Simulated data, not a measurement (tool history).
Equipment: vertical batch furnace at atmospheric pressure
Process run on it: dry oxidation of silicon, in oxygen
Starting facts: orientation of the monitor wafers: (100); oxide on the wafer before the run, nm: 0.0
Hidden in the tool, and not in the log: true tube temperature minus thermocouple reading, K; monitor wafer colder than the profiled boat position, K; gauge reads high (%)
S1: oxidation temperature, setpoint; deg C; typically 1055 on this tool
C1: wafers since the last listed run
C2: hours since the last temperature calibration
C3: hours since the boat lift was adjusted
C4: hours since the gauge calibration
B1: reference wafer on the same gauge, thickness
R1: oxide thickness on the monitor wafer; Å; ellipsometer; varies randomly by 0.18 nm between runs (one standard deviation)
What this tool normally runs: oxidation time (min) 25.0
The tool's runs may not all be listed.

{"run": 1, "hour": 0.0, "S1": 1055, "oxidation time (min)": 22.5, "C1": 0, "C2": 4330.2, "C3": 2047.6, "C4": 1252.7, "B1": 53.61, "R1": 507.8}
{"run": 2, "hour": 70.4, "S1": 1055, "oxidation time (min)": 25.0, "C1": 798, "C2": 4400.6, "C3": 2118.0, "C4": 1323.1, "B1": 53.58, "R1": 542.3}
{"run": 3, "hour": 110.0, "S1": 1046, "oxidation time (min)": 25.0, "C1": 449, "C2": 4440.2, "C3": 2157.6, "C4": 1362.7, "B1": 53.58, "R1": 506.4}
{"run": 4, "hour": 172.7, "S1": 1046, "oxidation time (min)": 25.0, "C1": 711, "C2": 4502.9, "C3": 2220.3, "C4": 1425.4, "B1": 53.6, "R1": 506.3}
{"run": 5, "hour": 228.7, "S1": 1046, "oxidation time (min)": 25.0, "C1": 635, "C2": 4558.9, "C3": 2276.3, "C4": 1481.4, "B1": 53.56, "R1": 505.8}
{"run": 6, "hour": 261.4, "S1": 1035, "oxidation time (min)": 30.5, "C1": 371, "C2": 4591.6, "C3": 2309.0, "C4": 1514.1, "B1": 53.6, "R1": 519.0}
{"run": 7, "hour": 313.0, "S1": 1035, "oxidation time (min)": 30.5, "C1": 585, "C2": 4643.2, "C3": 2360.6, "C4": 1565.7, "B1": 53.57, "R1": 523.2}
{"run": 8, "hour": 338.3, "S1": 1035, "oxidation time (min)": 30.5, "C1": 287, "C2": 4668.5, "C3": 2385.9, "C4": 1591.0, "B1": 53.57, "R1": 519.4}
{"run": 9, "hour": 379.5, "S1": 1074, "oxidation time (min)": 28.0, "C1": 467, "C2": 4709.7, "C3": 2427.1, "C4": 1632.2, "B1": 53.57, "R1": 677.9}
{"run": 10, "hour": 405.7, "S1": 1055, "oxidation time (min)": 25.0, "C1": 297, "C2": 4735.9, "C3": 2453.3, "C4": 1658.4, "B1": 53.61, "R1": 547.4}
{"run": 11, "hour": 452.2, "S1": 1055, "oxidation time (min)": 25.0, "C1": 527, "C2": 4782.4, "C3": 2499.8, "C4": 1704.9, "B1": 53.62, "R1": 544.6}
{"run": 12, "hour": 512.5, "S1": 1055, "oxidation time (min)": 25.0, "C1": 684, "C2": 4842.7, "C3": 2560.1, "C4": 1765.2, "B1": 53.61, "R1": 548.2}
{"hour": 539.2, "done": "gauge calibrated"}
{"hour": 558.0, "done": "boat lift adjusted"}
{"run": 13, "hour": 573.8, "S1": 1055, "oxidation time (min)": 25.0, "C1": 423, "C2": 4904.0, "C3": 15.8, "C4": 34.6, "B1": 53.59, "R1": 542.7}
{"run": 14, "hour": 599.8, "S1": 1055, "oxidation time (min)": 25.0, "C1": 294, "C2": 4930.0, "C3": 41.8, "C4": 60.6, "B1": 53.59, "R1": 546.6}
{"run": 15, "hour": 652.9, "S1": 1062, "oxidation time (min)": 19.5, "C1": 602, "C2": 4983.1, "C3": 94.9, "C4": 113.7, "B1": 53.58, "R1": 500.6}
{"run": 16, "hour": 710.3, "S1": 1055, "oxidation time (min)": 25.0, "C1": 651, "C2": 5040.5, "C3": 152.3, "C4": 171.1, "B1": 53.6, "R1": 548.3}
{"run": 17, "hour": 737.0, "S1": 1046, "oxidation time (min)": 25.0, "C1": 302, "C2": 5067.2, "C3": 179.0, "C4": 197.8, "B1": 53.64, "R1": 510.1}
{"run": 18, "hour": 805.8, "S1": 1078, "oxidation time (min)": 30.0, "C1": 780, "C2": 5136.0, "C3": 247.8, "C4": 266.6, "B1": 53.62, "R1": 729.9}
{"run": 19, "hour": 842.1, "S1": 1055, "oxidation time (min)": 25.0, "C1": 411, "C2": 5172.3, "C3": 284.1, "C4": 302.9, "B1": 53.57, "R1": 548.1}
{"run": 20, "hour": 911.8, "S1": 1032, "oxidation time (min)": 28.5, "C1": 790, "C2": 5242.0, "C3": 353.8, "C4": 372.6, "B1": 53.58, "R1": 490.2}
{"run": 21, "hour": 936.9, "S1": 1033, "oxidation time (min)": 32.5, "C1": 284, "C2": 5267.1, "C3": 378.9, "C4": 397.7, "B1": 53.58, "R1": 538.4}
{"run": 22, "hour": 965.5, "S1": 1055, "oxidation time (min)": 32.0, "C1": 324, "C2": 5295.7, "C3": 407.5, "C4": 426.3, "B1": 53.6, "R1": 641.7}

Forecast run 23:
{"run": 23, "hour": 1033.7, "S1": 1041, "oxidation time (min)": 36.5, "C1": 773, "C2": 5363.9, "C3": 475.7, "C4": 494.5, "B1": "?", "R1": "?"}

B1: 53.58
R1: 616.9 Å
Had the tool carried no hidden state, the very same run would have given R1 584.8 Å.
